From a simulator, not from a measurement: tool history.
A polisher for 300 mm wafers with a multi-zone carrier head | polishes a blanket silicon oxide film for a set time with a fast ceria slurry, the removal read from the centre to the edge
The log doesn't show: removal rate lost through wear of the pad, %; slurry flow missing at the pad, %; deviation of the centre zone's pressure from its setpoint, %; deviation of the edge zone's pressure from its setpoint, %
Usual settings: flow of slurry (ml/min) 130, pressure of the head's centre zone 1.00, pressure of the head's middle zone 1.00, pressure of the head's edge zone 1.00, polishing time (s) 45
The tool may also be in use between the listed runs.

run	hour	flow of slurry (ml/min)	pressure of the head's centre zone	pressure of the head's middle zone	pressure of the head's edge zone	polishing time (s)	wafers since the last listed run	wafers polished on this pad	hours since the slurry nozzle was cleaned	hours since the centre zone pressure was calibrated	hours since the edge zone pressure was calibrated	hours since the carrier head's membrane was replaced	incoming thickness of the incoming film, nm	film removed at the wafer's centre (Å)	film removed at mid-radius (Å)	film removed at the wafer's edge (Å)
1	0.0	130	1.00	1.04	0.97	45	0	1258	48.9	78.9	226.7	713.6	4006.1	6244	6255	6103
2	43.0	130	1.00	1.04	0.97	45	417	1675	91.9	121.9	269.7	756.6	3979.2	6096	6121	5915
# hour 95.1: worn pad replaced by a new one
3	113.4	130	1.00	1.00	1.00	45	644	177	162.3	192.3	340.1	827.0	4002.1	6606	6496	6591
4	150.0	130	1.00	1.00	1.00	45	355	532	198.9	228.9	376.7	863.6	4037.1	6362	6277	6396
5	210.4	130	1.00	1.00	1.00	45	585	1118	259.3	289.3	437.1	924.0	3975.9	6191	6023	6222
# hour 289.9: worn pad replaced by a new one
6	306.0	130	1.00	1.00	1.00	45	888	155	354.9	384.9	532.7	1019.6	4037.3	6738	6538	6789
# hour 333.2: slurry nozzle cleaned
7	376.2	130	1.08	1.00	0.93	45	671	826	43.0	455.1	602.9	1089.8	3977.8	6818	6197	5994
8	414.9	130	1.08	1.00	0.93	45	375	1202	81.7	493.8	641.6	1128.5	3941.2	6574	6153	5942
9	456.3	130	1.08	1.00	0.93	45	401	1603	123.1	535.2	683.0	1169.9	4010.7	6721	6039	5978
# hour 522.2: worn pad replaced by a new one
10	522.7	130	1.00	1.00	1.00	45	605	5	189.5	601.6	749.4	1236.3	3923.3	6814	6686	6688
11	559.2	130	1.00	1.00	1.00	45	354	359	226.0	638.1	785.9	1272.8	3932.9	6602	6451	6504
12	590.4	130	1.00	1.00	1.00	45	302	661	257.2	669.3	817.1	1304.0	3990.1	6501	6346	6231
# hour 637.4: carrier head's membrane replaced by a new one
13	657.2	110	1.00	1.00	1.09	55	599	1261	324.0	736.1	883.9	19.8	3942.5	7380	7410	7618
14	684.4	90	1.00	1.00	1.12	45	263	1524	351.2	763.3	911.1	47.0	4050.6	5848	5795	6372
# hour 695.5: edge zone pressure recalibrated
# hour 696.8: slurry nozzle cleaned
15	723.3	130	1.00	1.00	1.00	45	348	1873	26.5	802.2	27.8	85.9	3982.2	6278	6065	6170
# hour 754.4: worn pad replaced by a new one
16	759.8	120	1.00	1.00	0.97	32	315	52	63.0	838.7	64.3	122.4	4009.9	4814	4657	4579
# hour 797.3: centre zone pressure recalibrated
17	820.9	130	1.00	1.00	1.00	45	573	625	124.1	23.6	125.4	183.5	3959.5	6180	6248	6205
18	860.4	130	1.00	1.11	1.00	41	383	1008	163.6	63.1	164.9	223.0	4004.4	5673	6075	5637
19	920.7	105	0.97	1.00	1.07	60	584	1593	223.9	123.4	225.2	283.3	3994.9	7665	7839	8372
# hour 964.1: worn pad replaced by a new one
20	990.5	130	1.00	1.00	1.00	45	638	255	293.7	193.2	295.0	353.1	3910.5	6707	6455	6569
# hour 993.8: slurry nozzle cleaned
21	1028.0	130	1.00	1.12	1.00	49	354	609	34.2	230.7	332.5	390.6	4011.8	7009	7457	6925
22	1094.9	130	1.00	1.00	1.00	34	648	1258	101.1	297.6	399.4	457.5	4016.4	4755	4608	4634

Forecast run 23:
23	1125.8	130	1.00	1.09	0.92	45	299	1558	132.0	328.5	430.3	488.4	3959.0	?	?	?

{"run 23": {"film removed at the wafer's centre (Å)": 6322, "film removed at mid-radius (Å)": 6431, "film removed at the wafer's edge (Å)": 5844}}
Without the tool's hidden state the same run would have given film removed at the wafer's centre (Å) 7034, film removed at mid-radius (Å) 7155, film removed at the wafer's edge (Å) 6502.
